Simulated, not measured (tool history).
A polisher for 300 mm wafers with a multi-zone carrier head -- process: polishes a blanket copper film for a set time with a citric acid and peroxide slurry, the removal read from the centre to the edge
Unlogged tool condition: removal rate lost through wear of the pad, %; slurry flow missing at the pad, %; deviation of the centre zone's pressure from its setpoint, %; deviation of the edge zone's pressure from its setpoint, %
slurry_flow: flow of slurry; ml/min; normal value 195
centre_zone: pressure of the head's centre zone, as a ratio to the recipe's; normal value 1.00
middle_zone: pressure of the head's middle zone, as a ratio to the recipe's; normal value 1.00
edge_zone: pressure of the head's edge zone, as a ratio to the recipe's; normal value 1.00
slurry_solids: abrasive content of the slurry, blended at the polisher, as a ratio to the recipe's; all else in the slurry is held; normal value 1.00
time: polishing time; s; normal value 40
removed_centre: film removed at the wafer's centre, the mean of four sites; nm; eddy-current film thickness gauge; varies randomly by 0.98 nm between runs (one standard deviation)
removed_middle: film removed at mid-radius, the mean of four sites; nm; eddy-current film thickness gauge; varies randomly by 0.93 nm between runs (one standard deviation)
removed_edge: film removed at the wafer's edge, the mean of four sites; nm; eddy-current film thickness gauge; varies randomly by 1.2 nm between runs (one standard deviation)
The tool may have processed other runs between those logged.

| run | hour | slurry_flow | centre_zone | middle_zone | edge_zone | slurry_solids | time | wafers since the last listed run | wafers polished on this pad | hours since the slurry nozzle was cleaned | hours since the centre zone pressure was calibrated | hours since the edge zone pressure was calibrated | hours since the carrier head's membrane was replaced | incoming thickness of the incoming film, nm | removed_centre | removed_middle | removed_edge |
|---|---|---|---|---|---|---|---|---|---|---|---|---|---|---|---|---|---|
| 1 | 0.0 | 195 | 1.00 | 1.00 | 1.00 | 1.00 | 40 | 0 | 1219 | 138.3 | 1137.4 | 365.1 | 202.9 | 1030.3 | 103.3 | 110.2 | 111.9 |
| 2 | 30.1 | 195 | 1.00 | 1.00 | 1.00 | 1.00 | 40 | 261 | 1481 | 168.4 | 1167.5 | 395.2 | 233.0 | 1043.2 | 101.7 | 112.0 | 112.6 |
| 3 | 70.8 | 195 | 1.00 | 1.00 | 1.00 | 1.00 | 40 | 353 | 1835 | 209.1 | 1208.2 | 435.9 | 273.7 | 1039.6 | 101.9 | 112.4 | 110.6 |
|  | 101.5 | centre zone pressure recalibrated |
| 4 | 121.3 | 195 | 1.00 | 1.00 | 1.00 | 1.00 | 40 | 421 | 2257 | 259.6 | 19.8 | 486.4 | 324.2 | 1050.6 | 105.4 | 112.8 | 113.1 |
|  | 129.3 | edge zone pressure recalibrated |
| 5 | 162.5 | 195 | 1.00 | 1.00 | 1.00 | 1.00 | 40 | 340 | 2598 | 300.8 | 61.0 | 33.2 | 365.4 | 1038.0 | 105.1 | 110.2 | 113.3 |
| 6 | 233.0 | 195 | 0.94 | 0.95 | 1.05 | 1.00 | 52 | 613 | 3211 | 371.3 | 131.5 | 103.7 | 435.9 | 1048.5 | 128.1 | 136.5 | 150.2 |
|  | 254.3 | worn pad replaced by a new one |
| 7 | 273.8 | 240 | 1.00 | 1.00 | 1.00 | 1.00 | 40 | 319 | 169 | 412.1 | 172.3 | 144.5 | 476.7 | 1030.4 | 105.6 | 110.5 | 113.5 |
| 8 | 335.0 | 195 | 1.00 | 1.00 | 0.91 | 1.00 | 40 | 532 | 701 | 473.3 | 233.5 | 205.7 | 537.9 | 1046.1 | 102.7 | 108.2 | 106.0 |
| 9 | 373.3 | 225 | 1.08 | 1.00 | 1.00 | 1.20 | 49 | 333 | 1034 | 511.6 | 271.8 | 244.0 | 576.2 | 1032.2 | 140.3 | 140.4 | 139.3 |
| 10 | 441.8 | 195 | 1.07 | 1.00 | 1.00 | 1.00 | 40 | 595 | 1629 | 580.1 | 340.3 | 312.5 | 644.7 | 1058.0 | 108.2 | 109.0 | 109.1 |
| 11 | 482.6 | 195 | 1.00 | 1.04 | 0.91 | 1.00 | 35 | 354 | 1984 | 620.9 | 381.1 | 353.3 | 685.5 | 1027.9 | 89.2 | 97.8 | 92.6 |
|  | 491.9 | slurry nozzle cleaned |
|  | 542.2 | edge zone pressure recalibrated |
| 12 | 542.7 | 195 | 1.00 | 1.00 | 1.00 | 1.00 | 40 | 496 | 2481 | 50.8 | 441.2 | 0.5 | 745.6 | 1053.4 | 105.7 | 113.8 | 114.5 |
| 13 | 587.4 | 195 | 1.00 | 1.00 | 0.89 | 1.30 | 40 | 388 | 2869 | 95.5 | 485.9 | 45.2 | 790.3 | 1036.4 | 106.7 | 115.7 | 111.2 |
|  | 614.5 | worn pad replaced by a new one |
| 14 | 644.6 | 165 | 1.00 | 1.06 | 1.00 | 1.20 | 40 | 462 | 262 | 152.7 | 543.1 | 102.4 | 847.5 | 1055.7 | 102.5 | 118.9 | 115.4 |
| 15 | 672.8 | 195 | 1.04 | 1.00 | 1.00 | 0.85 | 40 | 245 | 507 | 180.9 | 571.3 | 130.6 | 875.7 | 1041.0 | 104.3 | 108.8 | 111.0 |
| 16 | 740.8 | 195 | 1.00 | 1.00 | 1.00 | 1.00 | 51 | 591 | 1098 | 248.9 | 639.3 | 198.6 | 943.7 | 1037.7 | 128.9 | 141.1 | 144.4 |
| 17 | 782.8 | 195 | 1.09 | 0.89 | 1.00 | 0.80 | 51 | 365 | 1463 | 290.9 | 681.3 | 240.6 | 985.7 | 1048.0 | 138.3 | 122.7 | 138.7 |
| 18 | 831.4 | 195 | 1.07 | 1.00 | 1.00 | 1.00 | 40 | 422 | 1886 | 339.5 | 729.9 | 289.2 | 1034.3 | 1029.6 | 106.8 | 109.5 | 110.4 |
|  | 950.9 | worn pad replaced by a new one |
|  | 985.9 | carrier head's membrane replaced by a new one |
| 19 | 986.4 | 195 | 1.05 | 1.00 | 1.00 | 1.10 | 40 | 1269 | 265 | 494.5 | 884.9 | 444.2 | 0.5 | 1020.2 | 105.7 | 110.0 | 111.3 |
| 20 | 1012.3 | 195 | 0.90 | 1.00 | 1.00 | 1.00 | 34 | 225 | 490 | 520.4 | 910.8 | 470.1 | 26.4 | 1040.8 | 76.0 | 91.1 | 94.7 |
| 21 | 1037.8 | 195 | 1.00 | 1.00 | 1.00 | 1.00 | 40 | 221 | 712 | 545.9 | 936.3 | 495.6 | 51.9 | 1058.9 | 98.1 | 108.5 | 112.2 |

Forecast each of these 4 alternatives for the next run:
| A | 1038.2 | 195 | 1.00 | 1.00 | 1.00 | 1.00 | 40 | 3 | 715 | 546.3 | 936.7 | 496.0 | 52.3 | 1057.0 | ? | ? | ? |
| B | 1038.2 | 195 | 1.00 | 1.10 | 1.11 | 1.00 | 40 | 3 | 715 | 546.3 | 936.7 | 496.0 | 52.3 | 1057.0 | ? | ? | ? |
| C | 1038.2 | 215 | 0.89 | 1.00 | 1.00 | 1.00 | 30 | 3 | 715 | 546.3 | 936.7 | 496.0 | 52.3 | 1057.0 | ? | ? | ? |
| D | 1038.2 | 195 | 1.00 | 1.00 | 1.03 | 1.00 | 40 | 3 | 715 | 546.3 | 936.7 | 496.0 | 52.3 | 1057.0 | ? | ? | ? |

| run | removed_centre | removed_middle | removed_edge |
|---|---|---|---|
| A | 98.2 | 109.6 | 112.8 |
| B | 98.3 | 118.9 | 117.6 |
| C | 66.3 | 83.2 | 85.3 |
| D | 98.2 | 109.6 | 114.2 |
Stripped of hidden state, with their random variation kept, the same runs would have yielded:
| run | removed_centre | removed_middle | removed_edge |
|---|---|---|---|
| A | 109.7 | 115.5 | 117.2 |
| B | 109.8 | 125.2 | 122.2 |
| C | 73.9 | 87.4 | 88.5 |
| D | 109.7 | 115.5 | 118.6 |
